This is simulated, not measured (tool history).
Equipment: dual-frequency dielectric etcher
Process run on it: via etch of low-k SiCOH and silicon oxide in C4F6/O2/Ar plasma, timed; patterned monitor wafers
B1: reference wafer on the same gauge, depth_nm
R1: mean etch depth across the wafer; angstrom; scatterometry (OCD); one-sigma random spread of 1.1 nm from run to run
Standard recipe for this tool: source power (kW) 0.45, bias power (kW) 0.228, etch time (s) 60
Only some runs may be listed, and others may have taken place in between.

run 1 hour=0 | source_power_(kW)=0.45 bias_power_(kW)=0.228 etch_time_(s)=60 | B1=167.4 | R1=1816
run 2 hour=13.8 | source_power_(kW)=0.45 bias_power_(kW)=0.228 etch_time_(s)=60 | B1=167.5 | R1=1809
run 3 hour=44.4 | source_power_(kW)=0.45 bias_power_(kW)=0.228 etch_time_(s)=60 | B1=167.9 | R1=1840
run 4 hour=66.4 | source_power_(kW)=0.45 bias_power_(kW)=0.228 etch_time_(s)=60 | B1=167.5 | R1=1819
run 5 hour=81.8 | source_power_(kW)=0.45 bias_power_(kW)=0.228 etch_time_(s)=60 | B1=167.5 | R1=1828
run 6 hour=107 | source_power_(kW)=0.45 bias_power_(kW)=0.228 etch_time_(s)=60 | B1=168.4 | R1=1834
run 7 hour=123.5 | source_power_(kW)=0.45 bias_power_(kW)=0.228 etch_time_(s)=60 | B1=168 | R1=1802
run 8 hour=136.6 | source_power_(kW)=0.45 bias_power_(kW)=0.228 etch_time_(s)=60 | B1=168.4 | R1=1851
run 9 hour=163.7 | source_power_(kW)=0.45 bias_power_(kW)=0.228 etch_time_(s)=60 | B1=168.2 | R1=1837
run 10 hour=184 | source_power_(kW)=0.45 bias_power_(kW)=0.228 etch_time_(s)=60 | B1=168.3 | R1=1814
run 11 hour=209.1 | source_power_(kW)=0.45 bias_power_(kW)=0.228 etch_time_(s)=60 | B1=168.5 | R1=1827
-- hour=224 source power generator calibrated
run 12 hour=238.6 | source_power_(kW)=0.45 bias_power_(kW)=0.228 etch_time_(s)=60 | B1=169 | R1=1849
run 13 hour=252.8 | source_power_(kW)=0.45 bias_power_(kW)=0.228 etch_time_(s)=60 | B1=169.3 | R1=1842
run 14 hour=266.4 | source_power_(kW)=0.45 bias_power_(kW)=0.228 etch_time_(s)=60 | B1=168.8 | R1=1824
run 15 hour=297.9 | source_power_(kW)=0.45 bias_power_(kW)=0.228 etch_time_(s)=60 | B1=169.3 | R1=1825
-- hour=387.2 bias power generator calibrated
-- hour=415.4 upper electrode replaced
run 16 hour=415.9 | source_power_(kW)=0.53 bias_power_(kW)=0.211 etch_time_(s)=42.5 | B1=169.6 | R1=1362
run 17 hour=426.5 | source_power_(kW)=0.49 bias_power_(kW)=0.249 etch_time_(s)=42.5 | B1=170.1 | R1=1421
-- hour=454.9 wet clean of the chamber
run 18 hour=459.5 | source_power_(kW)=0.36 bias_power_(kW)=0.278 etch_time_(s)=70 | B1=169.9 | R1=2123
run 19 hour=473.2 | source_power_(kW)=0.4 bias_power_(kW)=0.228 etch_time_(s)=60 | B1=170.2 | R1=1725
run 20 hour=509 | source_power_(kW)=0.53 bias_power_(kW)=0.283 etch_time_(s)=64.5 | B1=170.8 | R1=2383
run 21 hour=524 | source_power_(kW)=0.56 bias_power_(kW)=0.228 etch_time_(s)=66 | B1=171 | R1=2256
-- hour=526.9 gauge calibrated
run 22 hour=546.2 | source_power_(kW)=0.4 bias_power_(kW)=0.278 etch_time_(s)=53 | B1=167.2 | R1=1666
run 23 hour=572.9 | source_power_(kW)=0.52 bias_power_(kW)=0.176 etch_time_(s)=60 | B1=167.1 | R1=1722
run 24 hour=597.4 | source_power_(kW)=0.55 bias_power_(kW)=0.282 etch_time_(s)=70 | B1=167.2 | R1=2583
run 25 hour=625.8 | source_power_(kW)=0.37 bias_power_(kW)=0.228 etch_time_(s)=75 | B1=167.7 | R1=2068
run 26 hour=658.9 | source_power_(kW)=0.45 bias_power_(kW)=0.228 etch_time_(s)=60 | B1=168.1 | R1=1839
run 27 hour=692.7 | source_power_(kW)=0.45 bias_power_(kW)=0.228 etch_time_(s)=60 | B1=168.1 | R1=1833
run 28 hour=721.7 | source_power_(kW)=0.4 bias_power_(kW)=0.228 etch_time_(s)=73.5 | B1=168.2 | R1=2100

The tool's hidden state at each run:
etch rate over this chamber's usual, %: 0 in every run
source power that arrives over what is set, %: 0 in every run
bias power that arrives over what is set, %: 0 in every run
H1: gauge reads high (%)
run=1 H1=0.19
run=2 H1=0.245
run=3 H1=0.367
run=4 H1=0.455
run=5 H1=0.517
run=6 H1=0.618
run=7 H1=0.684
run=8 H1=0.736
run=9 H1=0.844
run=10 H1=0.926
run=11 H1=1.03
run=12 H1=1.14
run=13 H1=1.2
run=14 H1=1.26
run=15 H1=1.38
run=16 H1=1.85
run=17 H1=1.9
run=18 H1=2.03
run=19 H1=2.08
run=20 H1=2.23
run=21 H1=2.29
run=22 H1=0.0704
run=23 H1=0.177
run=24 H1=0.275
run=25 H1=0.389
run=26 H1=0.521
run=27 H1=0.656
run=28 H1=0.772
